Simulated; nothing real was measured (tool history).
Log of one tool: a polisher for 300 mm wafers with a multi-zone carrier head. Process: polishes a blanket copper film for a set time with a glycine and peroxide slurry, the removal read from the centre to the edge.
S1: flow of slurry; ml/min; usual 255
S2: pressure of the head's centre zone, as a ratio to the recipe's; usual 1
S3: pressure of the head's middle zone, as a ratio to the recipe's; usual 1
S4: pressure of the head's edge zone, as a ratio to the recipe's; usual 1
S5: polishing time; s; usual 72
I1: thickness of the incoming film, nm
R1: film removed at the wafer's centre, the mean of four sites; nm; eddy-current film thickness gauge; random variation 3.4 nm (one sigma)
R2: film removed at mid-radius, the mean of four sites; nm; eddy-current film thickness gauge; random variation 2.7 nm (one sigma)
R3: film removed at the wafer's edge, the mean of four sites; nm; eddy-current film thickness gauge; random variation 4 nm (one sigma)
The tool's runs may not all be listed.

Run 1, hour 0: usual settings; I1 1110. Result: R1 328.2 nm, R2 324.1 nm, R3 322.3 nm.
Run 2, hour 45.9: usual settings; I1 1122.6. Result: R1 324.6 nm, R2 318.2 nm, R3 318.1 nm.
Run 3, hour 111.8: usual settings; I1 1118.1. Result: R1 322.5 nm, R2 318.4 nm, R3 312.3 nm.
Run 4, hour 177.1: usual settings; I1 1114.4. Result: R1 328.5 nm, R2 328.4 nm, R3 334.7 nm.
Run 5, hour 231: usual settings but S3 1.04; I1 1124.3. Result: R1 328 nm, R2 334.2 nm, R3 315.2 nm.
Run 6, hour 278.5: usual settings but S3 1.04; I1 1122.1. Result: R1 323.8 nm, R2 326 nm, R3 316.6 nm.
Run 7, hour 340.4: usual settings; I1 1132. Result: R1 309.6 nm, R2 304.5 nm, R3 299.4 nm.
Run 8, hour 398.5: usual settings; I1 1116.3. Result: R1 289.1 nm, R2 291.1 nm, R3 296.6 nm.
Run 9, hour 443: usual settings; I1 1128. Result: R1 298.4 nm, R2 288.7 nm, R3 288.1 nm.
Run 10, hour 470.2: usual settings; I1 1113.7. Result: R1 287.8 nm, R2 286.7 nm, R3 285.5 nm.
Run 11, hour 538: usual settings but S2 0.92, S3 0.9, S5 81 s; I1 1101.4. Result: R1 296.8 nm, R2 294.3 nm, R3 327.3 nm.
Run 12, hour 590.8: usual settings but S3 1.04; I1 1120.4. Result: R1 338.2 nm, R2 345.6 nm, R3 331.9 nm.
Run 13, hour 648.3: usual settings but S3 1.11; I1 1115.4. Result: R1 328.9 nm, R2 353.5 nm, R3 324.8 nm.
Run 14, hour 698: usual settings but S2 1.07; I1 1120. Result: R1 342.6 nm, R2 318.3 nm, R3 323.2 nm.
Run 15, hour 765.1: usual settings but S2 0.93, S3 1.04, S5 80 s; I1 1131.8. Result: R1 355.5 nm, R2 390.3 nm, R3 373 nm.
Run 16, hour 836.9: usual settings but S1 340 ml/min, S3 0.97, S5 87 s; I1 1122.3. Result: R1 407.7 nm, R2 396.8 nm, R3 403.9 nm.
Run 17, hour 893.3: usual settings; I1 1122.3. Result: R1 331 nm, R2 320.8 nm, R3 322.2 nm.
Run 18, hour 937: usual settings; I1 1098.2. Result: R1 313.6 nm, R2 319.3 nm, R3 319.2 nm.
Run 19, hour 986.6: usual settings but S5 96 s; I1 1140.4. Result: R1 424.5 nm, R2 422.2 nm, R3 418.4 nm.
Run 20, hour 1035: usual settings but S1 280 ml/min, S4 0.95; I1 1112.2. Result: R1 330.4 nm, R2 329 nm, R3 325.7 nm.
Run 21, hour 1064: usual settings but S5 66 s; I1 1102.7. Result: R1 298.6 nm, R2 296.7 nm, R3 301.6 nm.

Not shown: 13 entries that the log had between the listed runs. Between which runs, and how does the tool's hidden state differ before and after?
Between runs 3 and 4: worn pad replaced by a new one (hour 149.2)
  removal rate lost through wear of the pad, %: 6.1 -> 2.16
  measured less the result without the state, R1: -20.9 -> -7.3 nm; R2: -20.7 -> -7.2 nm; R3: -20.3 -> -7.4 nm
Between runs 5 and 6: edge zone pressure recalibrated (hour 246.3); centre zone pressure recalibrated (hour 264.5)
  removal rate lost through wear of the pad, %: 4.47 -> 5.47
  measured less the result without the state, R1: -15.4 -> -18.7 nm; R2: -15.7 -> -18.8 nm; R3: -14.8 -> -18.3 nm
Between runs 6 and 7: slurry nozzle cleaned (hour 281.3); worn pad replaced by a new one (hour 335.6)
  removal rate lost through wear of the pad, %: 5.47 -> 9.79
  measured less the result without the state, R1: -18.7 -> -33.6 nm; R2: -18.8 -> -33 nm; R3: -18.3 -> -32.5 nm
Between runs 11 and 12: slurry nozzle cleaned (hour 543); worn pad replaced by a new one, repeated, since the last time left the tool worse (hour 579.5)
  removal rate lost through wear of the pad, %: 15.4 -> 1.36
  measured less the result without the state, R1: -54.2 -> -4.6 nm; R2: -53.8 -> -4.8 nm; R3: -59.8 -> -4.6 nm
Between runs 12 and 13: carrier head's membrane replaced by a new one (hour 608.4)
  removal rate lost through wear of the pad, %: 1.36 -> 4.41
  measured less the result without the state, R1: -4.6 -> -15.2 nm; R2: -4.8 -> -16.3 nm; R3: -4.6 -> -15 nm
Between runs 14 and 15: centre zone pressure recalibrated (hour 728.4); worn pad replaced by a new one (hour 763.8)
  removal rate lost through wear of the pad, %: 5.64 -> 0.166
  measured less the result without the state, R1: -20.5 -> -0.6 nm; R2: -19.1 -> -0.7 nm; R3: -19.3 -> -0.6 nm
Between runs 15 and 16: edge zone pressure recalibrated (hour 820.6)
  removal rate lost through wear of the pad, %: 0.166 -> 4.2
  measured less the result without the state, R1: -0.6 -> -17.9 nm; R2: -0.7 -> -17.4 nm; R3: -0.6 -> -17.7 nm
Between runs 16 and 17: slurry nozzle cleaned (hour 883)
  removal rate lost through wear of the pad, %: 4.2 -> 5.46
  measured less the result without the state, R1: -17.9 -> -19.2 nm; R2: -17.4 -> -18.6 nm; R3: -17.7 -> -18.6 nm
Between runs 19 and 20: worn pad replaced by a new one (hour 998.9)
  removal rate lost through wear of the pad, %: 6.22 -> 2.58
  measured less the result without the state, R1: -28.2 -> -8.8 nm; R2: -28 -> -8.7 nm; R3: -27.7 -> -8.6 nm

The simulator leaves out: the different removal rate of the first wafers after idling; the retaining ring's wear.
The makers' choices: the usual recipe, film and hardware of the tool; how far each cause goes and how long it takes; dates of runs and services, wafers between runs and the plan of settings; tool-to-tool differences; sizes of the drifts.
